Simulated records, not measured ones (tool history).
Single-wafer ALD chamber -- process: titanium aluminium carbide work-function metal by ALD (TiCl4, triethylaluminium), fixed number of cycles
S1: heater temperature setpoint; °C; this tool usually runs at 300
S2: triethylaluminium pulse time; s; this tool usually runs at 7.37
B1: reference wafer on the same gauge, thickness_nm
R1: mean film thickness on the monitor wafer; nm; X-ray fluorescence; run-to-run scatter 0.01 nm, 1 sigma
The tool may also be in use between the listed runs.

| run | hour | S1 | S2 | B1 | R1 |
|---|---|---|---|---|---|
| 1 | 0 | 300 | 7.37 | 2.194 | 1.836 |
| 2 | 61 | 312 | 8.59 | 2.184 | 1.988 |
| 3 | 108.2 | 312 | 8.59 | 2.195 | 1.966 |
| 4 | 183.6 | 300 | 5.82 | 2.193 | 1.758 |
| 5 | 288.4 | 300 | 5.82 | 2.191 | 1.742 |
| 6 | 370.1 | 300 | 5.82 | 2.188 | 1.734 |
| 7 | 423.8 | 300 | 7.37 | 2.194 | 1.839 |
| 8 | 530.5 | 300 | 7.37 | 2.188 | 1.806 |
|  | 569.2 | thermocouple changed; heater temperature recalibrated |
| 9 | 596.4 | 300 | 7.37 | 2.194 | 1.835 |
| 10 | 648.2 | 300 | 5.34 | 2.191 | 1.688 |
| 11 | 697.3 | 300 | 5.55 | 2.192 | 1.694 |
|  | 764 | triethylaluminium bottle replaced |
| 12 | 789.6 | 300 | 5.55 | 2.184 | 1.74 |
| 13 | 1039.7 | 300 | 5.55 | 2.187 | 1.773 |
| 14 | 1075.9 | 300 | 7.37 | 2.191 | 1.847 |
|  | 1125.4 | showerhead replaced |
| 15 | 1181.3 | 311 | 8.71 | 2.192 | 1.972 |
| 16 | 1266.5 | 306 | 4.95 | 2.193 | 1.747 |
| 17 | 1320.8 | 293 | 5.99 | 2.192 | 1.725 |
|  | 1349.3 | gauge calibrated |
| 18 | 1373.1 | 300 | 7.37 | 2.193 | 1.852 |
| 19 | 1430.9 | 300 | 7.37 | 2.185 | 1.835 |
| 20 | 1488.5 | 300 | 8.85 | 2.187 | 1.896 |
| 21 | 1593.5 | 300 | 5.55 | 2.192 | 1.729 |
| 22 | 1695.6 | 300 | 7.37 | 2.188 | 1.81 |
| 23 | 1779 | 309 | 7.37 | 2.192 | 1.898 |
|  | 1832.1 | thermocouple changed; heater temperature recalibrated |
|  | 2009.8 | triethylaluminium bottle replaced |
| 24 | 2073 | 300 | 5.52 | 2.194 | 1.749 |
| 25 | 2156.1 | 300 | 7.37 | 2.19 | 1.851 |
| 26 | 2235.1 | 300 | 9.74 | 2.191 | 1.934 |
| 27 | 2429.3 | 309 | 8.87 | 2.194 | 1.977 |
| 28 | 2497 | 309 | 4.49 | 2.192 | 1.721 |
| 29 | 2556.7 | 313 | 7.37 | 2.188 | 1.924 |
| 30 | 2601.5 | 290 | 9.68 | 2.188 | 1.845 |
| 31 | 2676.8 | 285 | 9.31 | 2.188 | 1.777 |
| 32 | 2779.9 | 309 | 7.37 | 2.187 | 1.922 |

The tool's hidden state at each run:
wafer temperature above the value expected at the setpoint (K): 0 on each run
gauge reads high (%): 0 on each run
H1: triethylaluminium dose above that of a fresh bottle (%)
| run | H1 |
|---|---|
| 1 | -2.59 |
| 2 | -3.16 |
| 3 | -3.65 |
| 4 | -4.51 |
| 5 | -5.88 |
| 6 | -7.09 |
| 7 | -7.95 |
| 8 | -9.82 |
| 9 | -11.1 |
| 10 | -12.1 |
| 11 | -13.2 |
| 12 | -0.948 |
| 13 | -1.64 |
| 14 | -1.84 |
| 15 | -2.55 |
| 16 | -3.27 |
| 17 | -3.8 |
| 18 | -4.36 |
| 19 | -5.04 |
| 20 | -5.78 |
| 21 | -7.28 |
| 22 | -8.94 |
| 23 | -10.4 |
| 24 | -0.106 |
| 25 | -0.267 |
| 26 | -0.537 |
| 27 | -1.69 |
| 28 | -2.26 |
| 29 | -2.82 |
| 30 | -3.29 |
| 31 | -4.17 |
| 32 | -5.53 |

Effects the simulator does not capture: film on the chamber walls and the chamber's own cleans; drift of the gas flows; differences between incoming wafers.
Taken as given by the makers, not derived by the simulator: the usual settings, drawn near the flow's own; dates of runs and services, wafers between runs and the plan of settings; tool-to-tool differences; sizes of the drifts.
